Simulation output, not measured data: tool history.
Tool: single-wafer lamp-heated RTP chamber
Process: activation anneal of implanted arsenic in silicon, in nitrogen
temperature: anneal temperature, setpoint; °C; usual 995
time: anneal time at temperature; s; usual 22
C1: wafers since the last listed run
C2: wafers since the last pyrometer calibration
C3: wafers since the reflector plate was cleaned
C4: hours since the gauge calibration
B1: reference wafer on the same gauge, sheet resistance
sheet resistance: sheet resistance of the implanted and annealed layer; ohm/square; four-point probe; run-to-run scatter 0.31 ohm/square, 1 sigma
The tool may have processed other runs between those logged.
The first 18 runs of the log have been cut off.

{"run": 19, "hour": 1299.4, "temperature": 995, "time": 12, "C1": 321, "C2": 826, "C3": 7420, "C4": 3376.3, "B1": 234.93, "sheet resistance": 212.35}
{"run": 20, "hour": 1388.0, "temperature": 968, "time": 25, "C1": 662, "C2": 1489, "C3": 8083, "C4": 3464.9, "B1": 234.95, "sheet resistance": 211.77}
{"run": 21, "hour": 1476.1, "temperature": 1020, "time": 30, "C1": 658, "C2": 2147, "C3": 8742, "C4": 3553.0, "B1": 234.98, "sheet resistance": 202.7}
{"run": 22, "hour": 1542.9, "temperature": 1010, "time": 18, "C1": 499, "C2": 2647, "C3": 9241, "C4": 3619.8, "B1": 234.96, "sheet resistance": 207.67}
{"hour": 1638.8, "done": "gauge calibrated"}
{"run": 23, "hour": 1647.5, "temperature": 995, "time": 22, "C1": 782, "C2": 3429, "C3": 10024, "C4": 8.7, "B1": 234.94, "sheet resistance": 208.5}
{"run": 24, "hour": 1693.1, "temperature": 995, "time": 22, "C1": 341, "C2": 3770, "C3": 10365, "C4": 54.3, "B1": 234.93, "sheet resistance": 208.66}
{"run": 25, "hour": 1760.7, "temperature": 985, "time": 9, "C1": 505, "C2": 4276, "C3": 10870, "C4": 121.9, "B1": 234.94, "sheet resistance": 214.19}
{"run": 26, "hour": 1822.9, "temperature": 1019, "time": 27, "C1": 465, "C2": 4741, "C3": 11336, "C4": 184.1, "B1": 234.96, "sheet resistance": 203.15}
{"hour": 1900.1, "done": "reflector plate cleaned"}
{"run": 27, "hour": 1908.9, "temperature": 1009, "time": 34, "C1": 583, "C2": 5325, "C3": 65, "C4": 270.1, "B1": 234.93, "sheet resistance": 203.14}
{"hour": 1961.2, "done": "pyrometer window cleaned and pyrometer calibrated"}
{"run": 28, "hour": 1991.2, "temperature": 986, "time": 22, "C1": 555, "C2": 224, "C3": 621, "C4": 352.4, "B1": 234.99, "sheet resistance": 210.37}
{"run": 29, "hour": 2058.6, "temperature": 983, "time": 9, "C1": 504, "C2": 728, "C3": 1125, "C4": 419.8, "B1": 234.95, "sheet resistance": 214.49}
{"run": 30, "hour": 2108.9, "temperature": 1009, "time": 33, "C1": 376, "C2": 1104, "C3": 1501, "C4": 470.1, "B1": 234.99, "sheet resistance": 204.76}
{"run": 31, "hour": 2339.9, "temperature": 995, "time": 22, "C1": 1727, "C2": 2832, "C3": 3229, "C4": 701.1, "B1": 235.01, "sheet resistance": 209.31}
{"run": 32, "hour": 2439.2, "temperature": 995, "time": 22, "C1": 742, "C2": 3575, "C3": 3972, "C4": 800.4, "B1": 235.0, "sheet resistance": 208.94}
{"run": 33, "hour": 2542.9, "temperature": 995, "time": 22, "C1": 775, "C2": 4350, "C3": 4747, "C4": 904.1, "B1": 235.0, "sheet resistance": 208.8}
{"run": 34, "hour": 2606.4, "temperature": 995, "time": 22, "C1": 474, "C2": 4825, "C3": 5222, "C4": 967.6, "B1": 234.97, "sheet resistance": 208.54}
{"hour": 2838.5, "done": "pyrometer window cleaned and pyrometer calibrated"}
{"run": 35, "hour": 2885.0, "temperature": 1018, "time": 16, "C1": 2023, "C2": 347, "C3": 7246, "C4": 1246.2, "B1": 234.99, "sheet resistance": 208.74}
{"run": 36, "hour": 2950.7, "temperature": 995, "time": 14, "C1": 491, "C2": 838, "C3": 7737, "C4": 1311.9, "B1": 234.95, "sheet resistance": 211.66}
{"run": 37, "hour": 2996.4, "temperature": 995, "time": 17, "C1": 341, "C2": 1180, "C3": 8079, "C4": 1357.6, "B1": 235.03, "sheet resistance": 210.59}

Consider 4 possible next runs. They are alternatives, not a sequence: every one starts from the tool as it was left by run 37. What does each give?
{"run": "A", "hour": 2996.8, "temperature": 995, "time": 9, "C1": 2, "C2": 1183, "C3": 8082, "C4": 1358.0, "B1": "?", "sheet resistance": "?"}
{"run": "B", "hour": 2996.8, "temperature": 983, "time": 35, "C1": 2, "C2": 1183, "C3": 8082, "C4": 1358.0, "B1": "?", "sheet resistance": "?"}
{"run": "C", "hour": 2996.8, "temperature": 978, "time": 15, "C1": 2, "C2": 1183, "C3": 8082, "C4": 1358.0, "B1": "?", "sheet resistance": "?"}
{"run": "D", "hour": 2996.8, "temperature": 1024, "time": 30, "C1": 2, "C2": 1183, "C3": 8082, "C4": 1358.0, "B1": "?", "sheet resistance": "?"}

run=A B1=234.97 sheet_resistance=213.77
run=B B1=234.97 sheet_resistance=208.32
run=C B1=234.97 sheet_resistance=212.74
run=D B1=234.97 sheet_resistance=202.85
Without the tool's hidden state the same runs would have given:
run=A sheet_resistance=213.83
run=B sheet_resistance=208.42
run=C sheet_resistance=212.80
run=D sheet_resistance=202.98
